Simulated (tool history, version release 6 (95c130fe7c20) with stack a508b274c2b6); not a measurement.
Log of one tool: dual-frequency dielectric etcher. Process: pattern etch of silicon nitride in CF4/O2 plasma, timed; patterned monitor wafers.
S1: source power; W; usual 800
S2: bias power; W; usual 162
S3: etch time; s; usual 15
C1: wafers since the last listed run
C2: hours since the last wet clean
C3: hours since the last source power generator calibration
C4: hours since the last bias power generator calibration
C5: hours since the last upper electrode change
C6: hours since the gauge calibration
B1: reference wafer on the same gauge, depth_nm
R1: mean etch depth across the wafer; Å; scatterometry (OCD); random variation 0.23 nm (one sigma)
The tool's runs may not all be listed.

Run 1, hour 0: usual settings but S2 184 W; C1 0; C2 275.7; C3 3411.8; C4 871; C5 3854.4; C6 673.5; B1 40.91. Result: R1 494.3 Å.
Run 2, hour 68.7: usual settings; C1 660; C2 344.4; C3 3480.5; C4 939.7; C5 3923.1; C6 742.2; B1 40.82. Result: R1 482.7 Å.
Run 3, hour 119.8: usual settings; C1 491; C2 395.5; C3 3531.6; C4 990.8; C5 3974.2; C6 793.3; B1 40.75. Result: R1 476.8 Å.
Run 4, hour 157.3: usual settings but S3 14 s; C1 360; C2 433; C3 3569.1; C4 1028.3; C5 4011.7; C6 830.8; B1 40.51. Result: R1 446.9 Å.
At hour 218.4: wet clean of the chamber.
Run 5, hour 222.8: usual settings but S3 14 s; C1 399; C2 4.4; C3 3634.6; C4 1093.8; C5 4077.2; C6 896.3; B1 40.53. Result: R1 445.6 Å.
Run 6, hour 265.2: usual settings but S3 16.5 s; C1 407; C2 46.8; C3 3677; C4 1136.2; C5 4119.6; C6 938.7; B1 40.45. Result: R1 527.9 Å.
Run 7, hour 295.6: usual settings but S3 16.5 s; C1 292; C2 77.2; C3 3707.4; C4 1166.6; C5 4150; C6 969.1; B1 40.29. Result: R1 522.2 Å.
Run 8, hour 378.6: usual settings; C1 798; C2 160.2; C3 3790.4; C4 1249.6; C5 4233; C6 1052.1; B1 40.13. Result: R1 469.7 Å.
At hour 402.7: gauge calibrated.
Run 9, hour 414.1: usual settings; C1 341; C2 195.7; C3 3825.9; C4 1285.1; C5 4268.5; C6 11.4; B1 41.54. Result: R1 485.4 Å.
At hour 451.2: bias power generator calibrated.
At hour 459.4: source power generator calibrated.
At hour 473.5: upper electrode replaced.
Run 10, hour 481.8: usual settings; C1 439; C2 263.4; C3 22.4; C4 30.6; C5 8.3; C6 79.1; B1 41.52. Result: R1 492.2 Å.
Run 11, hour 546.8: usual settings; C1 625; C2 328.4; C3 87.4; C4 95.6; C5 73.3; C6 144.1; B1 41.49. Result: R1 485.3 Å.
Run 12, hour 599.6: usual settings; C1 508; C2 381.2; C3 140.2; C4 148.4; C5 126.1; C6 196.9; B1 41.45. Result: R1 485.2 Å.
Run 13, hour 626.7: usual settings; C1 260; C2 408.3; C3 167.3; C4 175.5; C5 153.2; C6 224; B1 41.39. Result: R1 484.9 Å.
At hour 698.6: wet clean of the chamber.
Run 14, hour 699.1: usual settings but S2 140 W; C1 465; C2 0.5; C3 239.7; C4 247.9; C5 225.6; C6 296.4; B1 41.39. Result: R1 465.6 Å.
Run 15, hour 726.7: usual settings but S1 960 W, S2 139 W, S3 18.5 s; C1 265; C2 28.1; C3 267.3; C4 275.5; C5 253.2; C6 324; B1 41.39. Result: R1 638.9 Å.
Run 16, hour 768.3: usual settings; C1 400; C2 69.7; C3 308.9; C4 317.1; C5 294.8; C6 365.6; B1 41.31. Result: R1 485.4 Å.
Run 17, hour 811: usual settings but S1 620 W, S2 134 W, S3 17 s; C1 410; C2 112.4; C3 351.6; C4 359.8; C5 337.5; C6 408.3; B1 41.2. Result: R1 461.2 Å.
Run 18, hour 876.7: usual settings but S1 930 W; C1 632; C2 178.1; C3 417.3; C4 425.5; C5 403.2; C6 474; B1 41.17. Result: R1 525.3 Å.
Run 19, hour 905.8: usual settings but S2 126 W; C1 279; C2 207.2; C3 446.4; C4 454.6; C5 432.3; C6 503.1; B1 41.21. Result: R1 450.5 Å.
Run 20, hour 929.8: usual settings; C1 230; C2 231.2; C3 470.4; C4 478.6; C5 456.3; C6 527.1; B1 41.15. Result: R1 480.6 Å.
Run 21, hour 954: usual settings but S1 610 W, S3 12.5 s; C1 232; C2 255.4; C3 494.6; C4 502.8; C5 480.5; C6 551.3; B1 41.08. Result: R1 351 Å.
Run 22, hour 988.8: usual settings but S1 850 W; C1 334; C2 290.2; C3 529.4; C4 537.6; C5 515.3; C6 586.1; B1 41.02. Result: R1 497.2 Å.

Hidden state at the last listed run before each entry between runs and at the first one after, where it differs:
Between runs 4 and 5: wet clean of the chamber (hour 218.4)
  gauge reads high (%): -2.15 -> -2.48
  measured less the result without the state, R1: -9.8 -> -11.3 Å
Between runs 8 and 9: gauge calibrated (hour 402.7)
  gauge reads high (%): -3.38 -> -0.0163
  measured less the result without the state, R1: -16.4 -> +0 Å
Between runs 9 and 10: bias power generator calibrated (hour 451.2); source power generator calibrated (hour 459.4); upper electrode replaced (hour 473.5)
  gauge reads high (%): -0.0163 -> -0.0345
  measured less the result without the state, R1: +0 -> -0.2 Å
Between runs 13 and 14: wet clean of the chamber (hour 698.6)
  gauge reads high (%): -0.165 -> -0.276
  measured less the result without the state, R1: -0.8 -> -1.3 Å

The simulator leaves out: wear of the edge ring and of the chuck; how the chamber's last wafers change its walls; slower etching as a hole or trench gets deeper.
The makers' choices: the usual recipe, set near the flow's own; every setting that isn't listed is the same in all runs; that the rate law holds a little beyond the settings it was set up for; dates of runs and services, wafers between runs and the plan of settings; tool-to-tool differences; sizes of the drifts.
